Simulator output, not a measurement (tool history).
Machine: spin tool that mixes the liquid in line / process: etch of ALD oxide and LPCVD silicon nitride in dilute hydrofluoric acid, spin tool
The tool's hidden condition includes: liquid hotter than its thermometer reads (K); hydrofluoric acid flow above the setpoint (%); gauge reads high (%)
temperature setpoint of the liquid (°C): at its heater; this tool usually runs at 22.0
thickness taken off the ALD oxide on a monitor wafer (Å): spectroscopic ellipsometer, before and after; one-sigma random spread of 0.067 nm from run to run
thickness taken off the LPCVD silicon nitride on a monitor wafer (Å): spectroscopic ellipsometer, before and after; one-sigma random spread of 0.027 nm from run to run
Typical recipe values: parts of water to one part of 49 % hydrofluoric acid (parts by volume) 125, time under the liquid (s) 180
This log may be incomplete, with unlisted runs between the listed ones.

run	hour	temperature setpoint of the liquid (°C)	parts of water to one part of 49 % hydrofluoric acid (parts by volume)	time under the liquid (s)	wafers since the last listed run	hours since the thermometer was replaced	hours since the hydrofluoric acid flow meter was replaced	hours since the gauge calibration	read-back film thickness of the ALD oxide reference wafer, read on the same gauge (nm)	read-back film thickness of the LPCVD silicon nitride reference wafer, read on the same gauge (nm)	thickness taken off the ALD oxide on a monitor wafer (Å)	thickness taken off the LPCVD silicon nitride on a monitor wafer (Å)
1	0.0	22.0	125	180	0	77.4	69.8	377.1	90.01	149.998	181.7	6.26
2	11.6	25.5	150	180	103	89.0	81.4	388.7	89.98	150.009	168.8	6.91
3	24.5	25.5	180	105	114	101.9	94.3	401.6	90.01	149.995	79.8	3.36
4	40.5	26.0	105	275	142	117.9	110.3	417.6	89.98	150.006	398.3	15.20
5	54.2	22.0	175	270	121	131.6	124.0	431.3	90.01	150.002	186.5	6.36
6	65.7	22.0	105	180	102	143.1	135.5	442.8	90.00	150.012	224.0	7.71
7	103.9	19.5	125	275	339	181.3	173.7	481.0	90.00	149.992	255.0	8.40
8	116.6	22.0	125	180	112	194.0	186.4	493.7	90.02	150.001	183.8	6.62
9	128.9	22.0	125	240	109	206.3	198.7	506.0	89.99	149.992	246.0	7.65
10	135.2	22.0	125	180	55	212.6	205.0	512.3	89.99	149.977	184.8	6.15
11	143.4	25.0	105	255	72	220.8	213.2	520.5	89.99	150.002	360.9	11.71
12	156.4	19.5	125	150	115	233.8	226.2	533.5	90.00	150.004	139.6	4.72
13	204.8	22.0	180	180	429	282.2	274.6	581.9	90.01	150.014	122.6	4.40
14	219.2	22.0	125	180	127	296.6	289.0	596.3	89.99	150.015	187.3	6.58
# hour 223.8: gauge calibrated
15	235.3	25.5	150	95	143	312.7	305.1	11.5	90.00	149.993	91.8	3.62
16	243.9	24.0	125	180	76	321.3	313.7	20.1	89.99	149.994	203.4	7.35
17	260.1	22.0	185	225	143	337.5	329.9	36.3	90.00	150.020	148.0	5.01
18	271.2	22.0	125	180	98	348.6	341.0	47.4	90.04	149.989	188.5	6.92
19	278.6	23.5	125	150	65	356.0	348.4	54.8	90.00	149.984	168.0	6.13
20	287.2	26.0	70	180	76	364.6	357.0	63.4	89.99	150.024	420.5	14.16
21	298.7	22.0	125	180	102	376.1	368.5	74.9	89.97	150.005	188.5	6.01
22	313.3	26.5	125	180	129	390.7	383.1	89.5	90.00	150.013	226.3	8.82

Run 23 has not been measured yet. What should we expect?
23	327.2	24.5	140	265	123	404.6	397.0	103.4	?	?	?	?

For run 23 the tool returned read-back film thickness of the ALD oxide reference wafer, read on the same gauge (nm) 90.00, read-back film thickness of the LPCVD silicon nitride reference wafer, read on the same gauge (nm) 150.018, thickness taken off the ALD oxide on a monitor wafer (Å) 270.0, thickness taken off the LPCVD silicon nitride on a monitor wafer (Å) 10.76.
Were there no unlogged condition in the tool, this run, its random variation unchanged, would have produced thickness taken off the ALD oxide on a monitor wafer (Å) 255.7, thickness taken off the LPCVD silicon nitride on a monitor wafer (Å) 10.02.
